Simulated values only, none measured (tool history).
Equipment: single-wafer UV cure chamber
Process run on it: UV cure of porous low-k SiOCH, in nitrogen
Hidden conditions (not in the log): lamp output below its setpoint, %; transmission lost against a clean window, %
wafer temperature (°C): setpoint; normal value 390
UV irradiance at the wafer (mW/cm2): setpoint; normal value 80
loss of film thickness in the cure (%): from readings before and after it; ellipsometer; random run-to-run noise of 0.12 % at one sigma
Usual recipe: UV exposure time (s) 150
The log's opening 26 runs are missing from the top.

run     day  wafer temperature (°C)  UV exposure time (s)  UV irradiance at the wafer (mW/cm2)  wafers since the last listed run  hours since the UV bulbs were replaced  wafers since the quartz window was cleaned  loss of film thickness in the cure (%)
 27  14.492                     372                   150                                  107                               114                                  1165.3                                         646                                   8.759
 28  15.204                     390                   150                                   80                               161                                  1182.4                                         807                                   7.516
 29  15.558                     390                   150                                  109                                80                                  1190.9                                         887                                   9.279
 30  16.467                     403                   120                                   96                               205                                  1212.7                                        1093                                   7.738
 31    17.2                     407                   230                                   46                               166                                  1230.3                                        1259                                   7.735
     17.667  -- UV bulbs replaced
 32  17.688                     375                   125                                   45                                34                                     0.5                                        1294                                   4.939
 33  18.858                     400                   195                                   98                               265                                    28.6                                        1559                                   9.941
 34  19.446                     390                   150                                   49                               133                                    42.7                                        1692                                   6.035
 35  20.104                     372                   150                                   97                               149                                    58.5                                        1841                                   8.285
 36  20.496                     371                   175                                   44                                88                                    67.9                                        1930                                    5.86
 37  20.775                     390                   150                                   80                                63                                    74.6                                        1993                                   7.728
 38  21.396                     390                   150                                   80                               140                                    89.5                                        2134                                   7.826
 39  21.662                     390                   150                                   80                                60                                    95.9                                        2194                                   7.763
 40  22.042                     405                    80                                   80                                85                                     105                                        2280                                   5.755
 41  22.429                     401                   100                                   90                                87                                   114.3                                        2368                                   6.884

Predict each of these 3 candidate next runs independently; none follows another, all start after run 41:
  A  22.45                     390                   150                                   47                                 4                                   114.8                                        2373                                       ?
  B  22.45                     379                   125                                   80                                 4                                   114.8                                        2373                                       ?
  C  22.45                     390                   125                                   80                                 4                                   114.8                                        2373                                       ?

run  loss of film thickness in the cure (%)
  A                                   5.831
  B                                   6.894
  C                                   7.053
Take away the tool's hidden state, keep each run's random variation, and the runs would have read:
run  loss of film thickness in the cure (%)
  A                                   5.831
  B                                   6.894
  C                                   7.053
